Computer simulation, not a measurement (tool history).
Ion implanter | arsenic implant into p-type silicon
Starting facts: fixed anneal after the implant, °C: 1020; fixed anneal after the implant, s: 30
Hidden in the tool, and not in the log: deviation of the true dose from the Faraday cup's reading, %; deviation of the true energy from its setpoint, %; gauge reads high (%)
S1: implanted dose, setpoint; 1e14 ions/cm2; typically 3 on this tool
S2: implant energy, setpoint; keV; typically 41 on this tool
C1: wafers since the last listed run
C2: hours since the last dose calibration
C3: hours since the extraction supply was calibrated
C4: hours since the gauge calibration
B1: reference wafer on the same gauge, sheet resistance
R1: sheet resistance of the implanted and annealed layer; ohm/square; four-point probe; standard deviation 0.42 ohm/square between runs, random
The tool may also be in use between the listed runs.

Run 1, hour 0: usual settings but S2 34.5 keV; C1 0; C2 1793.7; C3 2678.5; C4 260.3; B1 302.97. Result: R1 302.79 ohm/square.
Run 2, hour 7.2: usual settings but S2 34.5 keV; C1 90; C2 1800.9; C3 2685.7; C4 267.5; B1 302.98. Result: R1 302.79 ohm/square.
Run 3, hour 19.4: usual settings but S2 34.5 keV; C1 153; C2 1813.1; C3 2697.9; C4 279.7; B1 302.88. Result: R1 302.75 ohm/square.
Run 4, hour 35.6: usual settings; C1 203; C2 1829.3; C3 2714.1; C4 295.9; B1 303.02. Result: R1 296.47 ohm/square.
Run 5, hour 44.9: usual settings; C1 116; C2 1838.6; C3 2723.4; C4 305.2; B1 302.85. Result: R1 296.74 ohm/square.
Run 6, hour 59: usual settings; C1 176; C2 1852.7; C3 2737.5; C4 319.3; B1 303.06. Result: R1 296.72 ohm/square.
Run 7, hour 65.2: usual settings; C1 77; C2 1858.9; C3 2743.7; C4 325.5; B1 302.91. Result: R1 297.27 ohm/square.
Run 8, hour 82.9: usual settings; C1 222; C2 1876.6; C3 2761.4; C4 343.2; B1 303.02. Result: R1 297.06 ohm/square.
Run 9, hour 90.4: usual settings; C1 94; C2 1884.1; C3 2768.9; C4 350.7; B1 302.96. Result: R1 297.43 ohm/square.
At hour 108.6: Faraday cup replaced and dose calibrated.
Run 10, hour 109.1: usual settings; C1 134; C2 0.5; C3 2787.6; C4 369.4; B1 303.01. Result: R1 281.7 ohm/square.
Run 11, hour 114.4: usual settings; C1 66; C2 5.8; C3 2792.9; C4 374.7; B1 302.89. Result: R1 281.65 ohm/square.
Run 12, hour 124.9: usual settings; C1 131; C2 16.3; C3 2803.4; C4 385.2; B1 303.02. Result: R1 281.56 ohm/square.
Run 13, hour 134.9: usual settings but S1 3.42 1e14 ions/cm2; C1 125; C2 26.3; C3 2813.4; C4 395.2; B1 303.12. Result: R1 254.73 ohm/square.
Run 14, hour 141.6: usual settings but S1 3.59 1e14 ions/cm2, S2 32.5 keV; C1 84; C2 33; C3 2820.1; C4 401.9; B1 302.9. Result: R1 253.63 ohm/square.
Run 15, hour 158: usual settings but S1 3.59 1e14 ions/cm2, S2 32.5 keV; C1 205; C2 49.4; C3 2836.5; C4 418.3; B1 303.08. Result: R1 254 ohm/square.
Run 16, hour 192.4: usual settings but S1 3.59 1e14 ions/cm2, S2 32.5 keV; C1 431; C2 83.8; C3 2870.9; C4 452.7; B1 303.1. Result: R1 253.3 ohm/square.
Run 17, hour 208.9: usual settings but S1 3.74 1e14 ions/cm2, S2 27 keV; C1 207; C2 100.3; C3 2887.4; C4 469.2; B1 302.91. Result: R1 252.13 ohm/square.
Run 18, hour 215.7: usual settings; C1 85; C2 107.1; C3 2894.2; C4 476; B1 303.02. Result: R1 281.6 ohm/square.
Run 19, hour 223.3: usual settings; C1 95; C2 114.7; C3 2901.8; C4 483.6; B1 303.08. Result: R1 281.55 ohm/square.
Run 20, hour 240.4: usual settings but S1 3.77 1e14 ions/cm2, S2 31 keV; C1 214; C2 131.8; C3 2918.9; C4 500.7; B1 302.93. Result: R1 245.91 ohm/square.
Run 21, hour 253.2: usual settings; C1 160; C2 144.6; C3 2931.7; C4 513.5; B1 302.76. Result: R1 281 ohm/square.
Run 22, hour 259.6: usual settings but S1 2.64 1e14 ions/cm2, S2 29 keV; C1 80; C2 151; C3 2938.1; C4 519.9; B1 302.95. Result: R1 325.63 ohm/square.
Run 23, hour 273.1: usual settings; C1 169; C2 164.5; C3 2951.6; C4 533.4; B1 302.88. Result: R1 281.17 ohm/square.
At hour 281.2: gauge calibrated.
At hour 292: extraction supply calibrated.
Run 24, hour 292.5: usual settings but S1 2.12 1e14 ions/cm2, S2 35 keV; C1 143; C2 183.9; C3 0.5; C4 11.3; B1 302.97. Result: R1 371.42 ohm/square.
Run 25, hour 295.8: usual settings; C1 41; C2 187.2; C3 3.8; C4 14.6; B1 302.93. Result: R1 280.95 ohm/square.
Run 26, hour 308.5: usual settings but S2 52 keV; C1 159; C2 199.9; C3 16.5; C4 27.3; B1 302.85. Result: R1 272.47 ohm/square.
Run 27, hour 324.5: usual settings but S1 3.83 1e14 ions/cm2, S2 32 keV; C1 200; C2 215.9; C3 32.5; C4 43.3; B1 302.94. Result: R1 242.11 ohm/square.
Run 28, hour 331.2: usual settings but S1 3.37 1e14 ions/cm2; C1 84; C2 222.6; C3 39.2; C4 50; B1 303. Result: R1 258.27 ohm/square.
Run 29, hour 344.3: usual settings but S1 3.37 1e14 ions/cm2, S2 35 keV; C1 164; C2 235.7; C3 52.3; C4 63.1; B1 303.15. Result: R1 263.47 ohm/square.
Run 30, hour 358.8: usual settings but S1 3.59 1e14 ions/cm2, S2 32 keV; C1 182; C2 250.2; C3 66.8; C4 77.6; B1 303. Result: R1 254.19 ohm/square.
Run 31, hour 367.7: usual settings; C1 111; C2 259.1; C3 75.7; C4 86.5; B1 303.02. Result: R1 281.87 ohm/square.
Run 32, hour 385.7: usual settings but S1 2.59 1e14 ions/cm2; C1 225; C2 277.1; C3 93.7; C4 104.5; B1 302.88. Result: R1 314.86 ohm/square.
Run 33, hour 399.7: usual settings but S1 2.35 1e14 ions/cm2, S2 36 keV; C1 175; C2 291.1; C3 107.7; C4 118.5; B1 303.21. Result: R1 343.82 ohm/square.
Run 34, hour 413.2: usual settings but S2 36.5 keV; C1 169; C2 304.6; C3 121.2; C4 132; B1 303.02. Result: R1 286.1 ohm/square.
Run 35, hour 420.3: usual settings but S1 2.26 1e14 ions/cm2, S2 36.5 keV; C1 89; C2 311.7; C3 128.3; C4 139.1; B1 303.01. Result: R1 354.02 ohm/square.
Run 36, hour 437.2: usual settings but S1 2.28 1e14 ions/cm2; C1 212; C2 328.6; C3 145.2; C4 156; B1 302.83. Result: R1 345.51 ohm/square.

The logged runs with the hidden state left out (each run's random variation unchanged):
run      R1
  1  287.65
  2  287.54
  3  287.32
  4   281.2
  5  281.31
  6  281.08
  7  281.51
  8  281.04
  9  281.28
 10  281.49
 11  281.45
 12  281.35
 13  254.54
 14  253.44
 15  253.81
 16  253.09
 17  251.91
 18  281.36
 19   281.3
 20  245.67
 21  280.72
 22  325.29
 23  280.86
 24  370.99
 25  280.61
 26  272.13
 27  241.78
 28   257.9
 29  263.08
 30  253.79
 31  281.41
 32  314.31
 33  343.19
 34  285.53
 35  353.31
 36  344.78
